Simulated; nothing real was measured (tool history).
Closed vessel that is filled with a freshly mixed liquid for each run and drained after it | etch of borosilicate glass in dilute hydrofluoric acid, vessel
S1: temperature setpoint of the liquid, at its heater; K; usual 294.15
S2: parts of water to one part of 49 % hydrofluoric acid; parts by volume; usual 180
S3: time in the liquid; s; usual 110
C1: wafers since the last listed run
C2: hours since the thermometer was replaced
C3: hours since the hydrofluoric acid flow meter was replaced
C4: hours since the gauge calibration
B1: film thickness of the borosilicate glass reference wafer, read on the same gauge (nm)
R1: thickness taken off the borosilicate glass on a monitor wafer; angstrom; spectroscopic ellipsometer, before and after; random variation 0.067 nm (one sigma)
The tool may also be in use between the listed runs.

run	hour	S1	S2	S3	C1	C2	C3	C4	B1	R1
1	0.0	294.15	180	110	0	1075.4	503.6	348.6	109.99	146.9
# hour 35.3: hydrofluoric acid flow meter replaced
2	61.0	294.15	155	110	6234	1136.4	25.7	409.6	110.04	176.2
3	123.7	294.15	155	110	6515	1199.1	88.4	472.3	110.03	176.2
4	155.0	294.15	180	110	3252	1230.4	119.7	503.6	110.00	147.9
5	184.3	294.15	180	110	3044	1259.7	149.0	532.9	109.99	147.0
6	247.2	294.15	180	110	6536	1322.6	211.9	595.8	109.98	147.4
# hour 279.4: gauge calibrated
7	313.8	294.15	180	110	6920	1389.2	278.5	34.4	110.07	147.9
8	354.8	294.15	180	110	4260	1430.2	319.5	75.4	110.02	148.1
9	386.7	294.15	180	110	3314	1462.1	351.4	107.3	110.01	147.9
# hour 417.0: thermometer replaced
10	437.9	290.15	205	170	5216	20.9	402.6	158.5	109.98	166.6
11	494.9	294.15	180	110	5922	77.9	459.6	215.5	110.00	148.1
# hour 518.1: hydrofluoric acid flow meter replaced
12	538.1	296.65	110	110	4385	121.1	20.0	258.7	110.01	285.8
13	653.9	294.15	120	60	12032	236.9	135.8	374.5	110.01	128.3
14	711.6	296.15	140	110	5995	294.6	193.5	432.2	110.01	215.0
15	761.6	294.15	180	110	5195	344.6	243.5	482.2	109.97	146.0
16	792.9	292.15	180	145	3252	375.9	274.8	513.5	110.01	181.0

The tool's hidden state at each run:
liquid colder than its thermometer reads (K): 0 in every run
hydrofluoric acid flow above the setpoint (%): 0 in every run
gauge reads high (%): 0 in every run

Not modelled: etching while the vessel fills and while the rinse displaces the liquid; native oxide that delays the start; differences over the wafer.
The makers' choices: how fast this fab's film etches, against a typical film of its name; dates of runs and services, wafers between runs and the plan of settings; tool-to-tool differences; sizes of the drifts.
